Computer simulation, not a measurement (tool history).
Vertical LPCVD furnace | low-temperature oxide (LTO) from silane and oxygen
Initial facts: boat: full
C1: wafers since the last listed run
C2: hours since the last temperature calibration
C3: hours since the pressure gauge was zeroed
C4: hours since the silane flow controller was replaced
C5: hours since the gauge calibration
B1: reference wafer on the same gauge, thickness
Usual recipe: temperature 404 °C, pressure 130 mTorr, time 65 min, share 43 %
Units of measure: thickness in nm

{"run": 1, "hour": 0.0, "temperature": 404, "pressure": 130, "time": 65, "share": 43, "C1": 0, "C2": 2925, "C3": 1689.2, "C4": 1809.1, "C5": 200.9, "B1": 468.9, "thickness": 434.75}
{"run": 2, "hour": 11.1, "temperature": 404, "pressure": 130, "time": 65, "share": 43, "C1": 136, "C2": 2936.1, "C3": 1700.3, "C4": 1820.2, "C5": 212, "B1": 469.12, "thickness": 435.04}
{"run": 3, "hour": 32.0, "temperature": 404, "pressure": 130, "time": 65, "share": 43, "C1": 256, "C2": 2957, "C3": 1721.2, "C4": 1841.1, "C5": 232.9, "B1": 468.93, "thickness": 435.6}
{"run": 4, "hour": 52.1, "temperature": 404, "pressure": 130, "time": 65, "share": 43, "C1": 246, "C2": 2977.1, "C3": 1741.3, "C4": 1861.2, "C5": 253, "B1": 469.15, "thickness": 437.45}
{"run": 5, "hour": 68.9, "temperature": 404, "pressure": 130, "time": 65, "share": 43, "C1": 206, "C2": 2993.9, "C3": 1758.1, "C4": 1878, "C5": 269.8, "B1": 469.1, "thickness": 435.35}
{"run": 6, "hour": 81.1, "temperature": 404, "pressure": 130, "time": 65, "share": 43, "C1": 149, "C2": 3006.1, "C3": 1770.3, "C4": 1890.2, "C5": 282, "B1": 469.04, "thickness": 436.89}
{"hour": 111.2, "done": "gauge calibrated"}
{"run": 7, "hour": 113.5, "temperature": 404, "pressure": 130, "time": 65, "share": 43, "C1": 397, "C2": 3038.5, "C3": 1802.7, "C4": 1922.6, "C5": 2.3, "B1": 468.92, "thickness": 436.59}
{"hour": 153.3, "done": "pressure gauge zeroed"}
{"run": 8, "hour": 153.8, "temperature": 404, "pressure": 115, "time": 65, "share": 43, "C1": 200, "C2": 3078.8, "C3": 0.5, "C4": 1962.9, "C5": 42.6, "B1": 469.05, "thickness": 371.91}
{"run": 9, "hour": 159.2, "temperature": 404, "pressure": 115, "time": 65, "share": 43, "C1": 66, "C2": 3084.2, "C3": 5.9, "C4": 1968.3, "C5": 48, "B1": 468.89, "thickness": 370.2}
{"run": 10, "hour": 164.6, "temperature": 404, "pressure": 150, "time": 65, "share": 43, "C1": 5, "C2": 3089.6, "C3": 11.3, "C4": 1973.7, "C5": 53.4, "B1": 469.08, "thickness": 483}
{"hour": 183.7, "done": "thermocouples replaced and temperature profile calibrated"}
{"run": 11, "hour": 184.2, "temperature": 404, "pressure": 130, "time": 53, "share": 43, "C1": 6, "C2": 0.5, "C3": 30.9, "C4": 1993.3, "C5": 73, "B1": 468.91, "thickness": 342.93}
{"run": 12, "hour": 189.6, "temperature": 404, "pressure": 130, "time": 65, "share": 43, "C1": 10, "C2": 5.9, "C3": 36.3, "C4": 1998.7, "C5": 78.4, "B1": 468.94, "thickness": 419.55}
{"hour": 209.1, "done": "silane flow controller replaced"}
{"run": 13, "hour": 209.6, "temperature": 399, "pressure": 120, "time": 65, "share": 43, "C1": 6, "C2": 25.9, "C3": 56.3, "C4": 0.5, "C5": 98.4, "B1": 468.93, "thickness": 366.78}
{"run": 14, "hour": 215.0, "temperature": 396, "pressure": 130, "time": 65, "share": 43, "C1": 66, "C2": 31.3, "C3": 61.7, "C4": 5.9, "C5": 103.8, "B1": 468.92, "thickness": 385.38}
{"run": 15, "hour": 234.1, "temperature": 410, "pressure": 105, "time": 55.5, "share": 40, "C1": 234, "C2": 50.4, "C3": 80.8, "C4": 25, "C5": 122.9, "B1": 468.92, "thickness": 283.95}

Run 16 has not been measured yet. What should we expect?
{"run": 16, "hour": 255.7, "temperature": 404, "pressure": 130, "time": 65, "share": 43, "C1": 265, "C2": 72, "C3": 102.4, "C4": 46.6, "C5": 144.5, "B1": "?", "thickness": "?"}

{"run 16": {"B1": 469.01, "thickness": 419.11}}
If the tool had no hidden condition, the same run with the same run-to-run variation would have returned thickness 424.1 nm.

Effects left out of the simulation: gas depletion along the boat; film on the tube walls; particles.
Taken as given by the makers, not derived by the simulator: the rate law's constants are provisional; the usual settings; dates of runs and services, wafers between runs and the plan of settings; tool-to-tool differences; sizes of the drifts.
